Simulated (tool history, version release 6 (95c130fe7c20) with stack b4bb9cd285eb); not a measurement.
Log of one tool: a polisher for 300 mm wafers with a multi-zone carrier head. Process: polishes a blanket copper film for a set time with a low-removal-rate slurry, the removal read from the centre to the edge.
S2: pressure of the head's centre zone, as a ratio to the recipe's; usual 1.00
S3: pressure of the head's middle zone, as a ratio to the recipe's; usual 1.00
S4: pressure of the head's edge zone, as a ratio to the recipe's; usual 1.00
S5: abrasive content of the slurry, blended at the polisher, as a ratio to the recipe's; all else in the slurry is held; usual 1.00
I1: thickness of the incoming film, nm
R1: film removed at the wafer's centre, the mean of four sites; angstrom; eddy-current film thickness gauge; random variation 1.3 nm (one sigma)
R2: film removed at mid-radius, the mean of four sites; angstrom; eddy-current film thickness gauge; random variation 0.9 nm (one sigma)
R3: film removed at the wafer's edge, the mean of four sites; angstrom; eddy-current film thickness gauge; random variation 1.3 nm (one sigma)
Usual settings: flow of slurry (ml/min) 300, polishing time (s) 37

run 1 hour=0.0 | flow_of_slurry_(ml/min)=300 S2=1.00 S3=1.00 S4=1.00 S5=1.00 polishing_time_(s)=37 | I1=1152.7 | R1=953 R2=925 R3=939
run 2 hour=46.7 | flow_of_slurry_(ml/min)=300 S2=1.00 S3=1.00 S4=1.00 S5=1.00 polishing_time_(s)=37 | I1=1154.2 | R1=925 R2=914 R3=943
-- hour=75.7 worn pad replaced by a new one
run 3 hour=115.6 | flow_of_slurry_(ml/min)=300 S2=1.00 S3=1.00 S4=1.00 S5=1.00 polishing_time_(s)=37 | I1=1114.8 | R1=993 R2=964 R3=979
run 4 hour=169.4 | flow_of_slurry_(ml/min)=300 S2=1.00 S3=1.00 S4=1.00 S5=1.00 polishing_time_(s)=44 | I1=1146.8 | R1=1133 R2=1116 R3=1104
run 5 hour=196.7 | flow_of_slurry_(ml/min)=300 S2=1.00 S3=1.00 S4=1.00 S5=1.00 polishing_time_(s)=44 | I1=1147.4 | R1=1129 R2=1101 R3=1104
-- hour=205.1 worn pad replaced by a new one
run 6 hour=240.9 | flow_of_slurry_(ml/min)=300 S2=1.00 S3=1.00 S4=1.00 S5=1.00 polishing_time_(s)=44 | I1=1144.8 | R1=1184 R2=1156 R3=1149
-- hour=266.6 carrier head's membrane replaced by a new one
run 7 hour=278.8 | flow_of_slurry_(ml/min)=300 S2=1.00 S3=1.00 S4=1.00 S5=1.00 polishing_time_(s)=37 | I1=1146.2 | R1=943 R2=935 R3=959
run 8 hour=318.2 | flow_of_slurry_(ml/min)=300 S2=1.00 S3=1.00 S4=1.00 S5=1.00 polishing_time_(s)=40 | I1=1149.2 | R1=1017 R2=982 R3=1010
-- hour=368.5 worn pad replaced by a new one
run 9 hour=374.0 | flow_of_slurry_(ml/min)=205 S2=0.89 S3=1.12 S4=1.03 S5=1.00 polishing_time_(s)=37 | I1=1133.8 | R1=920 R2=1072 R3=1046
-- hour=406.2 edge zone pressure recalibrated
run 10 hour=419.2 | flow_of_slurry_(ml/min)=300 S2=1.00 S3=1.06 S4=1.00 S5=1.25 polishing_time_(s)=37 | I1=1148.3 | R1=984 R2=1016 R3=984
run 11 hour=454.6 | flow_of_slurry_(ml/min)=300 S2=1.00 S3=1.00 S4=1.00 S5=1.00 polishing_time_(s)=37 | I1=1155.0 | R1=923 R2=899 R3=956
-- hour=474.5 centre zone pressure recalibrated
-- hour=496.8 worn pad replaced by a new one
run 12 hour=506.3 | flow_of_slurry_(ml/min)=300 S2=1.00 S3=1.05 S4=1.00 S5=0.75 polishing_time_(s)=37 | I1=1145.9 | R1=985 R2=1005 R3=971
-- hour=525.4 slurry nozzle cleaned
run 13 hour=560.0 | flow_of_slurry_(ml/min)=300 S2=0.90 S3=1.00 S4=0.88 S5=0.85 polishing_time_(s)=32 | I1=1156.9 | R1=749 R2=791 R3=759
run 14 hour=600.6 | flow_of_slurry_(ml/min)=300 S2=1.00 S3=1.00 S4=1.00 S5=1.00 polishing_time_(s)=37 | I1=1138.6 | R1=933 R2=929 R3=948
-- hour=650.5 worn pad replaced by a new one
run 15 hour=664.1 | flow_of_slurry_(ml/min)=300 S2=1.00 S3=1.00 S4=1.00 S5=1.00 polishing_time_(s)=44 | I1=1117.7 | R1=1190 R2=1220 R3=1231
run 16 hour=726.9 | flow_of_slurry_(ml/min)=200 S2=1.00 S3=1.00 S4=1.00 S5=1.00 polishing_time_(s)=37 | I1=1137.1 | R1=904 R2=899 R3=925

Forecast each of these 3 alternatives for the next run:
run A hour=727.3 | flow_of_slurry_(ml/min)=370 S2=1.00 S3=1.00 S4=1.00 S5=1.00 polishing_time_(s)=37 | I1=1150.4 | R1=? R2=? R3=?
run B hour=727.3 | flow_of_slurry_(ml/min)=220 S2=1.00 S3=1.00 S4=1.00 S5=0.90 polishing_time_(s)=37 | I1=1150.4 | R1=? R2=? R3=?
run C hour=727.3 | flow_of_slurry_(ml/min)=360 S2=1.00 S3=1.08 S4=1.00 S5=1.00 polishing_time_(s)=37 | I1=1150.4 | R1=? R2=? R3=?

run=A R1=974 R2=932 R3=957
run=B R1=918 R2=882 R3=914
run=C R1=973 R2=993 R3=954
Without the tool's hidden state the same runs would have given:
run=A R1=1089 R2=1041 R3=1069
run=B R1=1027 R2=986 R3=1022
run=C R1=1087 R2=1110 R3=1067
